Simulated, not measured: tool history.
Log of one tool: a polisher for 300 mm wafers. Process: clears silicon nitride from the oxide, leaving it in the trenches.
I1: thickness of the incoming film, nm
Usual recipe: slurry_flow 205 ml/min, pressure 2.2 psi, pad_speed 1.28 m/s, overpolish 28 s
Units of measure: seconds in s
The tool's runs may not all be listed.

Run 1, hour 0.0: usual settings but overpolish 37 s; I1 116.0. Result: seconds 139.5 s.
At hour 24.5: worn pad replaced by a new one.
Run 2, hour 40.4: usual settings but overpolish 37 s; I1 114.5. Result: seconds 141.5 s.
Run 3, hour 86.3: usual settings but overpolish 37 s; I1 114.0. Result: seconds 138.4 s.
Run 4, hour 154.8: usual settings; I1 114.4. Result: seconds 142.1 s.
Run 5, hour 186.4: usual settings; I1 114.4. Result: seconds 139.3 s.
Run 6, hour 211.6: usual settings but overpolish 41 s; I1 114.4. Result: seconds 143.4 s.
Run 7, hour 254.0: usual settings but overpolish 41 s; I1 114.1. Result: seconds 137.9 s.
At hour 260.5: slurry nozzle cleaned.
At hour 262.7: worn pad replaced by a new one.
Run 8, hour 310.1: usual settings but overpolish 41 s; I1 113.6. Result: seconds 141.1 s.
Run 9, hour 376.2: usual settings but pressure 1.9 psi; I1 114.6. Result: seconds 167.5 s.
Run 10, hour 415.1: usual settings but pressure 1.9 psi; I1 114.5. Result: seconds 165.8 s.
Run 11, hour 481.0: usual settings but slurry_flow 250 ml/min; I1 115.0. Result: seconds 142.2 s.
At hour 495.2: worn pad replaced by a new one.
At hour 510.1: head pressure recalibrated.
Run 12, hour 546.0: usual settings but slurry_flow 250 ml/min; I1 113.5. Result: seconds 124.2 s.
Run 13, hour 570.7: usual settings but slurry_flow 235 ml/min, overpolish 22 s; I1 116.3. Result: seconds 127.2 s.
Run 14, hour 608.0: usual settings; I1 113.9. Result: seconds 129.0 s.
At hour 655.5: slurry nozzle cleaned.
Run 15, hour 680.0: usual settings but slurry_flow 180 ml/min, overpolish 19 s; I1 114.1. Result: seconds 134.9 s.
At hour 699.0: worn pad replaced by a new one.
Run 16, hour 734.4: usual settings but pad_speed 1.10 m/s, overpolish 14 s; I1 115.9. Result: seconds 158.4 s.
Run 17, hour 785.4: usual settings but slurry_flow 135 ml/min; I1 114.6. Result: seconds 143.9 s.
Run 18, hour 823.8: usual settings but slurry_flow 155 ml/min, pressure 2.9 psi, pad_speed 1.64 m/s, overpolish 13 s; I1 115.8. Result: seconds 84.3 s.
Run 19, hour 853.7: usual settings; I1 113.3. Result: seconds 134.7 s.
Run 20, hour 895.6: usual settings but overpolish 33 s; I1 115.7. Result: seconds 136.8 s.
At hour 935.4: worn pad replaced by a new one.
Run 21, hour 963.4: usual settings but overpolish 36 s; I1 113.8. Result: seconds 136.2 s.
Run 22, hour 1029.5: usual settings; I1 115.1. Result: seconds 139.8 s.
Run 23, hour 1082.7: usual settings; I1 114.8. Result: seconds 138.2 s.
At hour 1110.2: slurry nozzle cleaned.
Run 24, hour 1114.9: usual settings but pressure 1.8 psi, overpolish 19 s; I1 114.4. Result: seconds 172.6 s.

5 ways to go on from here, each from the tool as it stands after run 24. What would each give?
Run A, hour 1115.4: usual settings but overpolish 20 s; I1 113.2. Result: seconds ?.
Run B, hour 1115.4: usual settings but slurry_flow 155 ml/min, pad_speed 1.54 m/s; I1 113.2. Result: seconds ?.
Run C, hour 1115.4: usual settings but slurry_flow 270 ml/min, pressure 2.6 psi, pad_speed 0.94 m/s, overpolish 18 s; I1 113.2. Result: seconds ?.
Run D, hour 1115.4: usual settings but overpolish 24 s; I1 113.2. Result: seconds ?.
Run E, hour 1115.4: usual settings but slurry_flow 225 ml/min, pad_speed 1.48 m/s; I1 113.2. Result: seconds ?.

run  seconds
  A    140.3
  B    121.5
  C    156.6
  D    140.3
  E    119.9
Without the tool's hidden state the same runs would have given:
run  seconds
  A    126.5
  B    109.7
  C    141.3
  D    126.5
  E    108.2
